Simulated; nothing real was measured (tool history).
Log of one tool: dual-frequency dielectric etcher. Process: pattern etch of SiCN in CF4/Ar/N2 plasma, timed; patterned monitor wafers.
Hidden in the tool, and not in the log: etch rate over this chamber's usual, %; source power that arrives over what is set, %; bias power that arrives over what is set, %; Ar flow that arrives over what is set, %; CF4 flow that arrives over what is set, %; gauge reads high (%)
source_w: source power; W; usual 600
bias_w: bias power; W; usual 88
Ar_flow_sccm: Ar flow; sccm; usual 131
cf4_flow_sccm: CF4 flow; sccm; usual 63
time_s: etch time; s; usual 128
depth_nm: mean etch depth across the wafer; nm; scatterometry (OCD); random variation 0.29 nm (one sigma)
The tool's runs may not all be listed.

run   hour  source_w  bias_w  Ar_flow_sccm  cf4_flow_sccm  time_s  wafers since the last listed run  hours since the last wet clean  hours since the last source power generator calibration  hours since the last bias power generator calibration  hours since the last Ar flow controller change  hours since the last CF4 flow controller change  hours since the last upper electrode change  hours since the gauge calibration  read-back reference wafer on the same gauge, depth_nm  depth_nm
  1      0       600      88           131             63     128                                 0                           452.7                                                   5359.6                                                 2331.5                                          3647.8                                             5979                                         3917                                 99                                                    132     121.3
  2    7.2       600      88           131             63     128                                44                           459.9                                                   5366.8                                                 2338.7                                            3655                                           5986.2                                       3924.2                              106.2                                                    132     121.4
  3   17.9       600      88           131             63     128                                65                           470.6                                                   5377.5                                                 2349.4                                          3665.7                                           5996.9                                       3934.9                              116.9                                                    132     120.4
      24.1  -- Ar flow controller replaced
      24.8  -- CF4 flow controller replaced
  4   67.8       600      88           131             63     128                               265                           520.5                                                   5427.4                                                 2399.3                                            43.7                                               43                                       3984.8                              166.8                                                  131.9       121
  5   74.4       600      88           131             63     128                                40                           527.1                                                     5434                                                 2405.9                                            50.3                                             49.6                                       3991.4                              173.4                                                    132     121.6
      87.1  -- gauge calibrated
     102.1  -- upper electrode replaced
  6  102.6       600      88           131             63     128                                25                           555.3                                                   5462.2                                                 2434.1                                            78.5                                             77.8                                          0.5                               15.5                                                    132     121.2
  7    103       600     106           131             63   155.5                                 2                           555.7                                                   5462.6                                                 2434.5                                            78.9                                             78.2                                          0.9                               15.9                                                  132.1     157.9
  8  114.7       600      88           101             63     128                                72                           567.4                                                   5474.3                                                 2446.2                                            90.6                                             89.9                                         12.6                               27.6                                                  131.9     123.8
     126.8  -- bias power generator calibrated
     147.7  -- wet clean of the chamber
  9  148.2       510      88           152             56     109                                52                             0.5                                                   5507.8                                                   21.4                                           124.1                                            123.4                                         46.1                               61.1                                                    132        84
 10  148.6       660      88           131             63     128                                 2                             0.9                                                   5508.2                                                   21.8                                           124.5                                            123.8                                         46.5                               61.5                                                    132     133.9
 11  148.9       600      88           131             51    90.5                                 1                             1.2                                                   5508.5                                                   22.1                                           124.8                                            124.1                                         46.8                               61.8                                                    132      83.1
     160.4  -- source power generator calibrated
 12  161.4       720      88           131             63     128                                52                            13.7                                                        1                                                   34.6                                           137.3                                            136.6                                         59.3                               74.3                                                  132.1     146.4
 13    177       600      88           131             63     128                                96                            29.3                                                     16.6                                                   50.2                                           152.9                                            152.2                                         74.9                               89.9                                                    132       121
 14    187       600      88           131             63     128                                61                            39.3                                                     26.6                                                   60.2                                           162.9                                            162.2                                         84.9                               99.9                                                    132       121

Forecast run 15:
 15   194       480      88           162             68     128                                43                            46.3                                                     33.6                                                   67.2                                           169.9                                            169.2                                         91.9                              106.9                                                      ?         ?

read-back reference wafer on the same gauge, depth_nm: 132
depth_nm: 94.3 nm
Without the tool's hidden state the same run would have given depth_nm 94.3 nm.

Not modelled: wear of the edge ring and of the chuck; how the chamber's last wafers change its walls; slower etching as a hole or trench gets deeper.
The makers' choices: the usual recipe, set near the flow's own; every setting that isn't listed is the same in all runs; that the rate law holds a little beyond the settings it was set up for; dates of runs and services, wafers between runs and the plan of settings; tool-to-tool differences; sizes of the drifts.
